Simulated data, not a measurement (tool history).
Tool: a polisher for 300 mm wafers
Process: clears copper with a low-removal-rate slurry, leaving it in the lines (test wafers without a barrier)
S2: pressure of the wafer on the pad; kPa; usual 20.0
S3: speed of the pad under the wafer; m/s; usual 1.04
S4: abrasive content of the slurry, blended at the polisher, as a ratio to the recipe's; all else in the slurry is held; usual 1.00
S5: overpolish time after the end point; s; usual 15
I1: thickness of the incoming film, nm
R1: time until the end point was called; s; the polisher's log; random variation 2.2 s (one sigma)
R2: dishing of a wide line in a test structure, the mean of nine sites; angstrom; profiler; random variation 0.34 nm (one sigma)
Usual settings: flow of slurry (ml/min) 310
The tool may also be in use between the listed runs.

run 1 hour=0.0 | flow_of_slurry_(ml/min)=310 S2=20.0 S3=1.04 S4=1.00 S5=15 | I1=374.6 | R1=125.0 R2=237
run 2 hour=24.3 | flow_of_slurry_(ml/min)=310 S2=20.0 S3=0.88 S4=1.00 S5=15 | I1=373.3 | R1=150.2 R2=216
run 3 hour=39.8 | flow_of_slurry_(ml/min)=310 S2=20.0 S3=1.04 S4=0.90 S5=15 | I1=377.7 | R1=124.3 R2=233
run 4 hour=82.0 | flow_of_slurry_(ml/min)=310 S2=20.0 S3=1.04 S4=1.20 S5=15 | I1=373.0 | R1=118.2 R2=250
run 5 hour=160.4 | flow_of_slurry_(ml/min)=225 S2=15.9 S3=1.04 S4=1.25 S5=15 | I1=381.1 | R1=150.8 R2=215
run 6 hour=172.8 | flow_of_slurry_(ml/min)=265 S2=13.8 S3=1.04 S4=1.00 S5=15 | I1=369.5 | R1=169.7 R2=193
run 7 hour=197.1 | flow_of_slurry_(ml/min)=310 S2=20.0 S3=1.04 S4=1.20 S5=21 | I1=371.8 | R1=121.2 R2=281
-- hour=208.4 slurry nozzle cleaned
run 8 hour=228.5 | flow_of_slurry_(ml/min)=250 S2=20.0 S3=1.04 S4=0.80 S5=15 | I1=373.4 | R1=129.2 R2=232
run 9 hour=246.1 | flow_of_slurry_(ml/min)=310 S2=20.0 S3=1.04 S4=1.00 S5=15 | I1=373.6 | R1=119.3 R2=242
run 10 hour=268.8 | flow_of_slurry_(ml/min)=310 S2=20.0 S3=1.04 S4=1.00 S5=15 | I1=378.0 | R1=123.0 R2=239
run 11 hour=297.8 | flow_of_slurry_(ml/min)=310 S2=20.0 S3=1.04 S4=1.00 S5=15 | I1=376.4 | R1=122.2 R2=236
-- hour=309.0 worn pad replaced by a new one
run 12 hour=325.1 | flow_of_slurry_(ml/min)=310 S2=20.0 S3=0.70 S4=0.90 S5=23 | I1=380.6 | R1=177.5 R2=240
-- hour=332.1 head pressure recalibrated
-- hour=335.1 slurry blender recalibrated
run 13 hour=403.5 | flow_of_slurry_(ml/min)=310 S2=20.0 S3=1.32 S4=1.00 S5=8 | I1=374.5 | R1=106.7 R2=181
run 14 hour=437.2 | flow_of_slurry_(ml/min)=310 S2=26.2 S3=1.20 S4=1.25 S5=15 | I1=379.5 | R1=87.7 R2=280
run 15 hour=464.3 | flow_of_slurry_(ml/min)=310 S2=20.0 S3=0.84 S4=0.75 S5=15 | I1=374.9 | R1=172.1 R2=194
run 16 hour=486.2 | flow_of_slurry_(ml/min)=235 S2=15.2 S3=1.04 S4=1.15 S5=12 | I1=372.8 | R1=173.2 R2=165
run 17 hour=516.3 | flow_of_slurry_(ml/min)=310 S2=20.0 S3=1.04 S4=1.00 S5=15 | I1=377.1 | R1=133.6 R2=220
-- hour=605.9 worn pad replaced by a new one
run 18 hour=612.6 | flow_of_slurry_(ml/min)=310 S2=20.0 S3=1.04 S4=1.00 S5=15 | I1=379.9 | R1=133.2 R2=225
-- hour=619.2 slurry nozzle cleaned
run 19 hour=642.7 | flow_of_slurry_(ml/min)=400 S2=22.1 S3=1.04 S4=1.20 S5=20 | I1=378.7 | R1=120.0 R2=275
run 20 hour=659.8 | flow_of_slurry_(ml/min)=310 S2=24.8 S3=0.78 S4=0.70 S5=15 | I1=376.0 | R1=159.1 R2=208
run 21 hour=676.8 | flow_of_slurry_(ml/min)=310 S2=20.0 S3=1.04 S4=1.00 S5=15 | I1=375.0 | R1=132.9 R2=231
run 22 hour=708.3 | flow_of_slurry_(ml/min)=310 S2=20.0 S3=1.04 S4=1.00 S5=15 | I1=368.9 | R1=132.8 R2=229
-- hour=720.2 slurry blender recalibrated
run 23 hour=775.1 | flow_of_slurry_(ml/min)=400 S2=20.0 S3=0.82 S4=0.85 S5=20 | I1=371.9 | R1=169.6 R2=238
run 24 hour=881.7 | flow_of_slurry_(ml/min)=310 S2=24.8 S3=1.04 S4=1.25 S5=9 | I1=375.9 | R1=104.4 R2=195
run 25 hour=899.0 | flow_of_slurry_(ml/min)=310 S2=20.0 S3=1.32 S4=1.10 S5=15 | I1=378.6 | R1=102.1 R2=258
-- hour=945.2 worn pad replaced by a new one
run 26 hour=945.7 | flow_of_slurry_(ml/min)=340 S2=20.0 S3=1.04 S4=0.80 S5=21 | I1=370.7 | R1=133.9 R2=265
run 27 hour=979.4 | flow_of_slurry_(ml/min)=310 S2=20.0 S3=1.04 S4=1.00 S5=15 | I1=374.8 | R1=128.6 R2=237
-- hour=985.9 slurry nozzle cleaned
run 28 hour=993.0 | flow_of_slurry_(ml/min)=275 S2=20.0 S3=1.04 S4=1.00 S5=20 | I1=380.2 | R1=130.9 R2=268

What the log doesn't show, run by run:
removal rate lost through wear of the pad, %: 0 in every run
slurry flow missing at the pad, %: 0 in every run
abrasive missing from the slurry, %: 0 in every run
H1: deviation of the head's pressure from its setpoint, %
run=1 H1=9.22
run=2 H1=9.68
run=3 H1=9.98
run=4 H1=10.8
run=5 H1=12.5
run=6 H1=12.8
run=7 H1=13.4
run=8 H1=14.1
run=9 H1=14.5
run=10 H1=15.1
run=11 H1=15.8
run=12 H1=16.5
run=13 H1=1.55
run=14 H1=1.62
run=15 H1=1.7
run=16 H1=1.77
run=17 H1=1.89
run=18 H1=2.41
run=19 H1=2.61
run=20 H1=2.74
run=21 H1=2.87
run=22 H1=3.14
run=23 H1=3.78
run=24 H1=5.01
run=25 H1=5.23
run=26 H1=5.87
run=27 H1=6.37
run=28 H1=6.57
